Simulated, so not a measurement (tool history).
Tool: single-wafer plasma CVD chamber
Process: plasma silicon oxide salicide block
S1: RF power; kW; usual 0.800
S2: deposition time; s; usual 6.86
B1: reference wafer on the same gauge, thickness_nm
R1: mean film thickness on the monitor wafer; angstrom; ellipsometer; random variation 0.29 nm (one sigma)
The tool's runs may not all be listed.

{"run": 1, "hour": 0.0, "S1": 0.8, "S2": 6.86, "B1": 61.492, "R1": 741.26}
{"run": 2, "hour": 27.4, "S1": 0.73, "S2": 6.86, "B1": 61.49, "R1": 730.21}
{"run": 3, "hour": 94.9, "S1": 0.73, "S2": 6.86, "B1": 61.457, "R1": 727.28}
{"run": 4, "hour": 122.0, "S1": 0.8, "S2": 6.29, "B1": 61.513, "R1": 679.79}
{"run": 5, "hour": 168.1, "S1": 0.8, "S2": 6.29, "B1": 61.439, "R1": 679.41}
{"run": 6, "hour": 193.8, "S1": 0.8, "S2": 6.86, "B1": 61.582, "R1": 738.22}
{"run": 7, "hour": 220.1, "S1": 0.8, "S2": 6.86, "B1": 61.544, "R1": 743.36}
{"run": 8, "hour": 288.2, "S1": 0.8, "S2": 6.86, "B1": 61.456, "R1": 746.59}
{"run": 9, "hour": 318.7, "S1": 0.8, "S2": 6.86, "B1": 61.559, "R1": 737.12}
{"run": 10, "hour": 346.5, "S1": 0.865, "S2": 6.86, "B1": 61.458, "R1": 757.7}
{"run": 11, "hour": 378.0, "S1": 0.865, "S2": 6.86, "B1": 61.46, "R1": 749.12}
{"run": 12, "hour": 418.2, "S1": 0.88, "S2": 6.39, "B1": 61.463, "R1": 704.31}
{"run": 13, "hour": 449.5, "S1": 0.735, "S2": 7.71, "B1": 61.468, "R1": 810.9}
{"run": 14, "hour": 478.0, "S1": 0.695, "S2": 6.22, "B1": 61.491, "R1": 650.57}
{"hour": 500.3, "done": "RF generator calibrated"}
{"run": 15, "hour": 539.7, "S1": 0.8, "S2": 6.86, "B1": 61.499, "R1": 755.01}
{"run": 16, "hour": 589.7, "S1": 0.8, "S2": 6.86, "B1": 61.493, "R1": 748.78}
{"run": 17, "hour": 777.4, "S1": 0.8, "S2": 7.6, "B1": 61.514, "R1": 823.74}
{"run": 18, "hour": 976.2, "S1": 0.8, "S2": 7.6, "B1": 61.451, "R1": 818.27}
{"run": 19, "hour": 1040.8, "S1": 0.93, "S2": 6.86, "B1": 61.498, "R1": 770.31}
{"run": 20, "hour": 1074.8, "S1": 0.93, "S2": 6.86, "B1": 61.498, "R1": 768.35}
{"run": 21, "hour": 1121.5, "S1": 0.8, "S2": 8.08, "B1": 61.492, "R1": 880.06}
{"run": 22, "hour": 1171.6, "S1": 0.8, "S2": 7.25, "B1": 61.563, "R1": 784.71}
{"hour": 1227.1, "done": "showerhead replaced"}
{"run": 23, "hour": 1239.9, "S1": 0.8, "S2": 6.86, "B1": 61.42, "R1": 737.13}
{"hour": 1248.9, "done": "RF generator calibrated"}
{"run": 24, "hour": 1308.6, "S1": 0.655, "S2": 7.76, "B1": 61.563, "R1": 816.5}
{"run": 25, "hour": 1366.1, "S1": 0.865, "S2": 7.9, "B1": 61.515, "R1": 875.07}
{"run": 26, "hour": 1412.1, "S1": 0.8, "S2": 7.77, "B1": 61.533, "R1": 843.96}
{"run": 27, "hour": 1460.5, "S1": 0.8, "S2": 7.55, "B1": 61.546, "R1": 822.34}
{"run": 28, "hour": 1523.4, "S1": 0.865, "S2": 7.9, "B1": 61.499, "R1": 874.22}
{"run": 29, "hour": 1607.1, "S1": 0.7, "S2": 5.9, "B1": 61.436, "R1": 621.03}
{"run": 30, "hour": 1647.2, "S1": 0.755, "S2": 7.36, "B1": 61.485, "R1": 787.11}
{"run": 31, "hour": 1702.3, "S1": 0.645, "S2": 7.73, "B1": 61.475, "R1": 794.11}
{"run": 32, "hour": 1745.3, "S1": 0.92, "S2": 5.59, "B1": 61.467, "R1": 627.74}
{"hour": 1777.2, "done": "gauge calibrated"}
{"run": 33, "hour": 1806.3, "S1": 0.8, "S2": 6.86, "B1": 61.503, "R1": 741.9}
{"run": 34, "hour": 1877.7, "S1": 0.68, "S2": 6.86, "B1": 61.462, "R1": 713.78}
{"run": 35, "hour": 1928.2, "S1": 0.76, "S2": 6.86, "B1": 61.471, "R1": 730.0}
{"run": 36, "hour": 1999.7, "S1": 0.955, "S2": 7.76, "B1": 61.507, "R1": 872.53}
{"run": 37, "hour": 2037.4, "S1": 0.8, "S2": 7.88, "B1": 61.469, "R1": 857.49}
{"run": 38, "hour": 2076.5, "S1": 0.855, "S2": 6.86, "B1": 61.511, "R1": 748.06}

Run 39 comes next. What will it give?
{"run": 39, "hour": 2112.6, "S1": 0.65, "S2": 6.86, "B1": "?", "R1": "?"}

{"run 39": {"B1": 61.53, "R1": 704.89}}
Without the tool's hidden state the same run would have given R1 719.32 angstrom.
